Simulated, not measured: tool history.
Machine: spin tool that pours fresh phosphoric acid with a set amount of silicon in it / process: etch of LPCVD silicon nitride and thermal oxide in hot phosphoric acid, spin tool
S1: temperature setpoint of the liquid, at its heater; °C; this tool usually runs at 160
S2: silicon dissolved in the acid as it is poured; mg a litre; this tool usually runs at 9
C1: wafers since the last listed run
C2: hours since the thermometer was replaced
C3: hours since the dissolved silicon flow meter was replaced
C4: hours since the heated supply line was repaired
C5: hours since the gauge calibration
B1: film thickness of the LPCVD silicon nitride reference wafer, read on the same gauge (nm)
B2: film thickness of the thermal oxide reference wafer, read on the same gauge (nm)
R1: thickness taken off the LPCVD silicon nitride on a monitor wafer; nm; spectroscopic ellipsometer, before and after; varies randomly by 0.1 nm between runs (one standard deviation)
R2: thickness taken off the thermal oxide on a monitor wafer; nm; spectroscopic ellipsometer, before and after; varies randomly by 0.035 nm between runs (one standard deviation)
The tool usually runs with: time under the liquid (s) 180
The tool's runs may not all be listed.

{"run": 1, "day": 0.0, "S1": 161.5, "S2": 9, "time under the liquid (s)": 180, "C1": 0, "C2": 622, "C3": 1348.1, "C4": 3366.5, "C5": 233.2, "B1": 153.03, "B2": 153.055, "R1": 21.06, "R2": 0.388}
{"run": 2, "day": 1.279, "S1": 161.5, "S2": 9, "time under the liquid (s)": 180, "C1": 293, "C2": 652.7, "C3": 1378.8, "C4": 3397.2, "C5": 263.9, "B1": 153.19, "B2": 153.225, "R1": 21.17, "R2": 0.484}
{"run": 3, "day": 1.975, "S1": 161.5, "S2": 9, "time under the liquid (s)": 180, "C1": 159, "C2": 669.4, "C3": 1395.5, "C4": 3413.9, "C5": 280.6, "B1": 153.32, "B2": 153.32, "R1": 21.09, "R2": 0.429}
{"run": 4, "day": 3.033, "S1": 160, "S2": 9, "time under the liquid (s)": 180, "C1": 242, "C2": 694.8, "C3": 1420.9, "C4": 3439.3, "C5": 306, "B1": 153.46, "B2": 153.425, "R1": 20.3, "R2": 0.37}
{"run": 5, "day": 3.833, "S1": 160, "S2": 9, "time under the liquid (s)": 180, "C1": 183, "C2": 714, "C3": 1440.1, "C4": 3458.5, "C5": 325.2, "B1": 153.59, "B2": 153.546, "R1": 20.2, "R2": 0.404}
{"run": 6, "day": 5.05, "S1": 158.5, "S2": 9, "time under the liquid (s)": 140, "C1": 278, "C2": 743.2, "C3": 1469.3, "C4": 3487.7, "C5": 354.4, "B1": 153.71, "B2": 153.659, "R1": 14.73, "R2": 0.272}
{"run": 7, "day": 6.462, "S1": 158.5, "S2": 9, "time under the liquid (s)": 140, "C1": 323, "C2": 777.1, "C3": 1503.2, "C4": 3521.6, "C5": 388.3, "B1": 153.82, "B2": 153.821, "R1": 14.9, "R2": 0.26}
{"run": 8, "day": 7.542, "S1": 161.5, "S2": 9, "time under the liquid (s)": 180, "C1": 247, "C2": 803, "C3": 1529.1, "C4": 3547.5, "C5": 414.2, "B1": 153.83, "B2": 153.871, "R1": 21.22, "R2": 0.457}
{"day": 8.662, "done": "heated supply line repaired"}
{"run": 9, "day": 9.467, "S1": 158.5, "S2": 9, "time under the liquid (s)": 180, "C1": 431, "C2": 849.2, "C3": 1575.3, "C4": 19.3, "C5": 460.4, "B1": 153.96, "B2": 154.036, "R1": 19.11, "R2": 0.353}
{"day": 11.95, "done": "dissolved silicon flow meter replaced"}
{"run": 10, "day": 12.625, "S1": 161.5, "S2": 9, "time under the liquid (s)": 180, "C1": 714, "C2": 925, "C3": 16.2, "C4": 95.1, "C5": 536.2, "B1": 154.18, "B2": 154.167, "R1": 21.25, "R2": 0.426}
{"day": 13.446, "done": "thermometer replaced"}
{"run": 11, "day": 13.954, "S1": 160, "S2": 5, "time under the liquid (s)": 180, "C1": 294, "C2": 12.2, "C3": 48.1, "C4": 127, "C5": 568.1, "B1": 154.27, "B2": 154.185, "R1": 20.35, "R2": 0.439}
{"run": 12, "day": 15.279, "S1": 158.5, "S2": 9, "time under the liquid (s)": 150, "C1": 303, "C2": 44, "C3": 79.9, "C4": 158.8, "C5": 599.9, "B1": 154.29, "B2": 154.245, "R1": 16, "R2": 0.316}
{"run": 13, "day": 16.188, "S1": 161.5, "S2": 13, "time under the liquid (s)": 290, "C1": 208, "C2": 65.8, "C3": 101.7, "C4": 180.6, "C5": 621.7, "B1": 154.27, "B2": 154.273, "R1": 34.03, "R2": 0.672}
{"run": 14, "day": 17.079, "S1": 160, "S2": 9, "time under the liquid (s)": 180, "C1": 204, "C2": 87.2, "C3": 123.1, "C4": 202, "C5": 643.1, "B1": 154.34, "B2": 154.305, "R1": 20.25, "R2": 0.384}
{"run": 15, "day": 17.821, "S1": 157.5, "S2": 6, "time under the liquid (s)": 275, "C1": 169, "C2": 105, "C3": 140.9, "C4": 219.8, "C5": 660.9, "B1": 154.37, "B2": 154.33, "R1": 28.44, "R2": 0.539}
{"day": 18.5, "done": "gauge calibrated"}
{"run": 16, "day": 18.9, "S1": 160, "S2": 9, "time under the liquid (s)": 180, "C1": 247, "C2": 130.9, "C3": 166.8, "C4": 245.7, "C5": 9.6, "B1": 150.9, "B2": 150.826, "R1": 19.83, "R2": 0.415}
{"run": 17, "day": 20.371, "S1": 158.5, "S2": 9, "time under the liquid (s)": 180, "C1": 336, "C2": 166.2, "C3": 202.1, "C4": 281, "C5": 44.9, "B1": 151.42, "B2": 151.469, "R1": 18.76, "R2": 0.388}
{"run": 18, "day": 21.375, "S1": 158.5, "S2": 16, "time under the liquid (s)": 180, "C1": 230, "C2": 190.3, "C3": 226.2, "C4": 305.1, "C5": 69, "B1": 151.8, "B2": 151.811, "R1": 19.06, "R2": 0.318}
{"run": 19, "day": 22.512, "S1": 158.5, "S2": 13, "time under the liquid (s)": 180, "C1": 260, "C2": 217.6, "C3": 253.5, "C4": 332.4, "C5": 96.3, "B1": 152.14, "B2": 152.159, "R1": 18.96, "R2": 0.34}
{"run": 20, "day": 23.133, "S1": 160, "S2": 9, "time under the liquid (s)": 135, "C1": 142, "C2": 232.5, "C3": 268.4, "C4": 347.3, "C5": 111.2, "B1": 152.32, "B2": 152.334, "R1": 15.03, "R2": 0.256}
{"run": 21, "day": 24.179, "S1": 161, "S2": 5, "time under the liquid (s)": 105, "C1": 239, "C2": 257.6, "C3": 293.5, "C4": 372.4, "C5": 136.3, "B1": 152.6, "B2": 152.606, "R1": 12.15, "R2": 0.21}
{"run": 22, "day": 25.433, "S1": 163, "S2": 12, "time under the liquid (s)": 180, "C1": 287, "C2": 287.7, "C3": 323.6, "C4": 402.5, "C5": 166.4, "B1": 152.87, "B2": 152.899, "R1": 22.34, "R2": 0.478}
{"run": 23, "day": 26.704, "S1": 160, "S2": 9, "time under the liquid (s)": 260, "C1": 291, "C2": 318.2, "C3": 354.1, "C4": 433, "C5": 196.9, "B1": 153.2, "B2": 153.14, "R1": 28.78, "R2": 0.615}

Consider 3 possible next runs. They are alternatives, not a sequence: every one starts from the tool as it was left by run 23. What does each give?
{"run": "A", "day": 26.725, "S1": 160, "S2": 9, "time under the liquid (s)": 150, "C1": 4, "C2": 318.7, "C3": 354.6, "C4": 433.5, "C5": 197.4, "B1": "?", "B2": "?", "R1": "?", "R2": "?"}
{"run": "B", "day": 26.725, "S1": 161, "S2": 4.5, "time under the liquid (s)": 180, "C1": 4, "C2": 318.7, "C3": 354.6, "C4": 433.5, "C5": 197.4, "B1": "?", "B2": "?", "R1": "?", "R2": "?"}
{"run": "C", "day": 26.725, "S1": 161.5, "S2": 5, "time under the liquid (s)": 220, "C1": 4, "C2": 318.7, "C3": 354.6, "C4": 433.5, "C5": 197.4, "B1": "?", "B2": "?", "R1": "?", "R2": "?"}

run=A B1=153.16 B2=153.147 R1=16.7 R2=0.296
run=B B1=153.16 B2=153.147 R1=20.72 R2=0.42
run=C B1=153.16 B2=153.147 R1=25.76 R2=0.527
With the hidden condition removed and each run's random variation left untouched, the same runs would have given:
run=A R1=16.35 R2=0.29
run=B R1=20.29 R2=0.411
run=C R1=25.22 R2=0.516
